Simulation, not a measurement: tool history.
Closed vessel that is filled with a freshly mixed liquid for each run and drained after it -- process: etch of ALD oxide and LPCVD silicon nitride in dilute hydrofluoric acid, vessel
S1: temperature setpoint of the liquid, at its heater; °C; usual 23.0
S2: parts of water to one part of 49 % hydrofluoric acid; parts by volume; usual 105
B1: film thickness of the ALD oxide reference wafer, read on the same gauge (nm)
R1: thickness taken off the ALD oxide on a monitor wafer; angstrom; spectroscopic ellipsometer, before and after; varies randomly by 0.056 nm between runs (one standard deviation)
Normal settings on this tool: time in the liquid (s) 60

{"run": 1, "hour": 0.0, "S1": 23.0, "S2": 105, "time in the liquid (s)": 60, "B1": 140.01, "R1": 60.3}
{"run": 2, "hour": 7.2, "S1": 23.0, "S2": 105, "time in the liquid (s)": 60, "B1": 139.99, "R1": 59.9}
{"run": 3, "hour": 22.7, "S1": 23.0, "S2": 105, "time in the liquid (s)": 60, "B1": 140.0, "R1": 60.2}
{"run": 4, "hour": 33.0, "S1": 24.5, "S2": 105, "time in the liquid (s)": 60, "B1": 140.01, "R1": 63.6}
{"run": 5, "hour": 42.2, "S1": 23.0, "S2": 105, "time in the liquid (s)": 60, "B1": 140.0, "R1": 58.7}
{"run": 6, "hour": 49.1, "S1": 23.0, "S2": 105, "time in the liquid (s)": 60, "B1": 140.0, "R1": 59.7}
{"run": 7, "hour": 57.7, "S1": 23.0, "S2": 105, "time in the liquid (s)": 60, "B1": 140.02, "R1": 59.1}
{"run": 8, "hour": 64.6, "S1": 26.5, "S2": 105, "time in the liquid (s)": 60, "B1": 139.99, "R1": 67.6}
{"run": 9, "hour": 78.8, "S1": 23.0, "S2": 60, "time in the liquid (s)": 60, "B1": 140.01, "R1": 109.1}
{"run": 10, "hour": 93.8, "S1": 25.5, "S2": 135, "time in the liquid (s)": 30, "B1": 140.01, "R1": 24.1}
{"run": 11, "hour": 105.4, "S1": 23.0, "S2": 145, "time in the liquid (s)": 70, "B1": 139.99, "R1": 46.8}

Run 12 is up next; what results do you expect?
{"hour": 106.1, "done": "gauge calibrated"}
{"run": 12, "hour": 119.4, "S1": 27.0, "S2": 145, "time in the liquid (s)": 75, "B1": "?", "R1": "?"}

B1: 140.01
R1: 57.7 angstrom
Minus the tool's unlogged condition, the same run would have read R1 68.0 angstrom.
